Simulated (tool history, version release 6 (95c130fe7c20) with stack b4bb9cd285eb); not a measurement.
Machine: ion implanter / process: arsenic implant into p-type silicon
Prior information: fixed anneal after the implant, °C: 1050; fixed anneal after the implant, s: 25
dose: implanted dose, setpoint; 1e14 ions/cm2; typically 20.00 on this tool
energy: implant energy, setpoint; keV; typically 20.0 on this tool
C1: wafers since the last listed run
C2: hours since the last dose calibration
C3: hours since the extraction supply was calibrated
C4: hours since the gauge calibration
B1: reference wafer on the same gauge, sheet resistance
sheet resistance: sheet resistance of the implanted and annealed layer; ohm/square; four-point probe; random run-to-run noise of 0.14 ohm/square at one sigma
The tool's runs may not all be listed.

{"run": 1, "day": 0.0, "dose": 20.0, "energy": 20.0, "C1": 0, "C2": 1151.7, "C3": 4872.5, "C4": 141.8, "B1": 110.4, "sheet resistance": 90.27}
{"run": 2, "day": 1.167, "dose": 20.0, "energy": 21.5, "C1": 367, "C2": 1179.7, "C3": 4900.5, "C4": 169.8, "B1": 110.44, "sheet resistance": 89.32}
{"run": 3, "day": 2.083, "dose": 17.4, "energy": 14.5, "C1": 288, "C2": 1201.7, "C3": 4922.5, "C4": 191.8, "B1": 110.37, "sheet resistance": 99.52}
{"run": 4, "day": 3.371, "dose": 17.4, "energy": 14.5, "C1": 405, "C2": 1232.6, "C3": 4953.4, "C4": 222.7, "B1": 110.44, "sheet resistance": 99.66}
{"run": 5, "day": 3.875, "dose": 17.4, "energy": 14.5, "C1": 158, "C2": 1244.7, "C3": 4965.5, "C4": 234.8, "B1": 110.41, "sheet resistance": 99.23}
{"run": 6, "day": 5.329, "dose": 16.54, "energy": 20.0, "C1": 457, "C2": 1279.6, "C3": 5000.4, "C4": 269.7, "B1": 110.39, "sheet resistance": 98.17}
{"day": 6.758, "done": "Faraday cup replaced and dose calibrated"}
{"run": 7, "day": 6.779, "dose": 16.54, "energy": 20.0, "C1": 351, "C2": 0.5, "C3": 5035.2, "C4": 304.5, "B1": 110.39, "sheet resistance": 100.57}
{"run": 8, "day": 7.417, "dose": 20.0, "energy": 20.0, "C1": 200, "C2": 15.8, "C3": 5050.5, "C4": 319.8, "B1": 110.4, "sheet resistance": 92.13}
{"run": 9, "day": 11.279, "dose": 14.51, "energy": 20.0, "C1": 1216, "C2": 108.5, "C3": 5143.2, "C4": 412.5, "B1": 110.39, "sheet resistance": 107.68}
{"run": 10, "day": 11.879, "dose": 14.78, "energy": 13.5, "C1": 188, "C2": 122.9, "C3": 5157.6, "C4": 426.9, "B1": 110.41, "sheet resistance": 110.32}
{"run": 11, "day": 12.612, "dose": 20.0, "energy": 20.0, "C1": 230, "C2": 140.5, "C3": 5175.2, "C4": 444.5, "B1": 110.43, "sheet resistance": 91.99}
{"day": 12.621, "done": "gauge calibrated"}
{"day": 13.229, "done": "extraction supply calibrated"}
{"run": 12, "day": 13.65, "dose": 15.72, "energy": 26.5, "C1": 221, "C2": 165.4, "C3": 10.1, "C4": 24.7, "B1": 110.37, "sheet resistance": 99.22}
{"run": 13, "day": 14.354, "dose": 20.0, "energy": 20.0, "C1": 221, "C2": 182.3, "C3": 27.0, "C4": 41.6, "B1": 110.4, "sheet resistance": 91.89}
{"run": 14, "day": 15.562, "dose": 20.0, "energy": 15.0, "C1": 380, "C2": 211.3, "C3": 56.0, "C4": 70.6, "B1": 110.4, "sheet resistance": 95.18}
{"run": 15, "day": 16.658, "dose": 25.16, "energy": 24.5, "C1": 345, "C2": 237.6, "C3": 82.3, "C4": 96.9, "B1": 110.42, "sheet resistance": 81.05}

Here are 4 independent what-if runs from the current tool condition. What would each one return?
{"run": "A", "day": 16.675, "dose": 20.0, "energy": 20.0, "C1": 5, "C2": 238.0, "C3": 82.7, "C4": 97.3, "B1": "?", "sheet resistance": "?"}
{"run": "B", "day": 16.675, "dose": 23.59, "energy": 20.0, "C1": 5, "C2": 238.0, "C3": 82.7, "C4": 97.3, "B1": "?", "sheet resistance": "?"}
{"run": "C", "day": 16.675, "dose": 14.41, "energy": 24.5, "C1": 5, "C2": 238.0, "C3": 82.7, "C4": 97.3, "B1": "?", "sheet resistance": "?"}
{"run": "D", "day": 16.675, "dose": 22.12, "energy": 26.0, "C1": 5, "C2": 238.0, "C3": 82.7, "C4": 97.3, "B1": "?", "sheet resistance": "?"}

run=A B1=110.40 sheet_resistance=91.81
run=B B1=110.40 sheet_resistance=86.03
run=C B1=110.40 sheet_resistance=104.98
run=D B1=110.40 sheet_resistance=84.07
Take away the tool's hidden state, keep each run's random variation, and the runs would have read:
run=A sheet_resistance=92.23
run=B sheet_resistance=86.37
run=C sheet_resistance=105.62
run=D sheet_resistance=84.45

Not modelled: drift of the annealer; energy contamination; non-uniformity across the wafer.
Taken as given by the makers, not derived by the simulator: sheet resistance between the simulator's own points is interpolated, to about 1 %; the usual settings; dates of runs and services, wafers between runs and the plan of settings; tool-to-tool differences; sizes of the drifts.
